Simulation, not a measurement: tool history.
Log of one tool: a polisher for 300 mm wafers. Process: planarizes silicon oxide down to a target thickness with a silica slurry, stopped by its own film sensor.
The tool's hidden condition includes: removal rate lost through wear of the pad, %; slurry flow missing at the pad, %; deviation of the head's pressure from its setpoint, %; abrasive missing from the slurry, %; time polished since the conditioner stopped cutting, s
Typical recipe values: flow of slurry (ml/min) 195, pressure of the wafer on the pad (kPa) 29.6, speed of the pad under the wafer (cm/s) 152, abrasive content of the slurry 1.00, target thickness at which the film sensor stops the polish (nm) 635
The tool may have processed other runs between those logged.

run	hour	flow of slurry (ml/min)	pressure of the wafer on the pad (kPa)	speed of the pad under the wafer (cm/s)	abrasive content of the slurry	target thickness at which the film sensor stops the polish (nm)	wafers since the last listed run	wafers polished on this pad	hours since the slurry nozzle was cleaned	hours since the head pressure was calibrated	hours since the slurry blender was calibrated	hours since the conditioning disc was replaced	incoming thickness of the incoming film, nm	time until the film sensor stopped the polish (s)
1	0.0	195	26.2	152	1.15	635	0	771	355.7	964.0	228.4	64.1	1145.7	133.3
# hour 3.3: slurry nozzle cleaned
# hour 36.1: slurry blender recalibrated
2	46.2	195	26.2	152	1.15	635	376	1148	42.9	1010.2	10.1	110.3	1141.2	125.1
3	103.8	195	29.6	152	1.00	635	502	1650	100.5	1067.8	67.7	167.9	1158.4	126.7
# hour 148.5: worn pad replaced by a new one
4	149.0	195	29.6	152	1.00	635	359	4	145.7	1113.0	112.9	213.1	1145.0	125.2
5	190.3	195	29.6	152	1.00	635	360	364	187.0	1154.3	154.2	254.4	1151.3	126.0
6	242.4	195	29.6	152	1.00	635	454	818	239.1	1206.4	206.3	306.5	1162.5	130.8
7	305.2	195	29.6	152	1.00	635	547	1366	301.9	1269.2	269.1	369.3	1163.4	133.2
# hour 325.9: slurry blender recalibrated
# hour 351.7: conditioning disc replaced and pad reconditioned
8	352.2	195	29.6	152	1.00	635	375	1741	348.9	1316.2	26.3	0.5	1169.6	135.8
# hour 372.7: worn pad replaced by a new one
9	405.2	195	29.6	152	0.85	635	427	283	401.9	1369.2	79.3	53.5	1139.1	140.1
# hour 409.7: slurry nozzle cleaned
10	461.6	195	29.6	152	1.00	635	483	767	51.9	1425.6	135.7	109.9	1153.7	124.1
11	517.3	195	29.6	152	1.00	635	485	1253	107.6	1481.3	191.4	165.6	1177.4	130.0
12	560.6	195	29.6	170	1.20	635	377	1630	150.9	1524.6	234.7	208.9	1144.3	102.7
13	596.7	195	29.6	152	1.20	530	314	1945	187.0	1560.7	270.8	245.0	1165.5	140.4
# hour 625.4: worn pad replaced by a new one
# hour 630.2: slurry blender recalibrated
14	631.1	195	29.6	152	1.00	635	247	32	221.4	1595.1	0.9	279.4	1141.4	125.4
# hour 658.4: head pressure recalibrated
15	661.0	195	29.6	152	1.00	550	243	275	251.3	2.6	30.8	309.3	1130.9	144.6
16	699.2	195	32.4	152	1.00	635	333	608	289.5	40.8	69.0	347.5	1151.3	116.9
# hour 745.4: slurry nozzle cleaned
17	770.8	195	39.3	170	1.00	635	615	1224	25.4	112.4	140.6	419.1	1149.1	90.7
18	822.2	195	29.6	152	1.00	635	448	1673	76.8	163.8	192.0	470.5	1171.9	131.7
# hour 836.3: conditioning disc replaced and pad reconditioned
19	849.3	195	26.9	180	1.00	554	218	1891	103.9	190.9	219.1	13.0	1124.0	134.1
# hour 861.4: slurry blender recalibrated
# hour 868.6: worn pad replaced by a new one
20	916.8	245	29.6	152	1.00	635	536	420	171.4	258.4	55.4	80.5	1149.5	123.7
21	957.2	195	29.6	152	1.30	552	352	772	211.8	298.8	95.8	120.9	1148.4	127.3
22	1006.1	195	26.2	152	1.15	635	426	1199	260.7	347.7	144.7	169.8	1149.0	131.8
23	1044.7	195	29.6	152	1.00	515	336	1536	299.3	386.3	183.3	208.4	1153.6	160.1
# hour 1061.9: worn pad replaced by a new one
24	1104.9	195	29.6	152	1.00	635	490	375	359.5	446.5	243.5	268.6	1153.1	132.9

3 options for the next run, each taken on its own from the tool as it stands now. Forecast them:
A	1105.4	195	29.6	152	1.00	635	4	379	360.0	447.0	244.0	269.1	1149.4	?
B	1105.4	195	29.6	180	1.00	480	4	379	360.0	447.0	244.0	269.1	1149.4	?
C	1105.4	195	29.6	172	1.00	635	4	379	360.0	447.0	244.0	269.1	1149.4	?

run	time until the film sensor stopped the polish (s)
A	131.6
B	151.3
C	120.2
Without the tool's unlogged condition, the same runs would have read:
run	time until the film sensor stopped the polish (s)
A	121.5
B	139.6
C	110.9
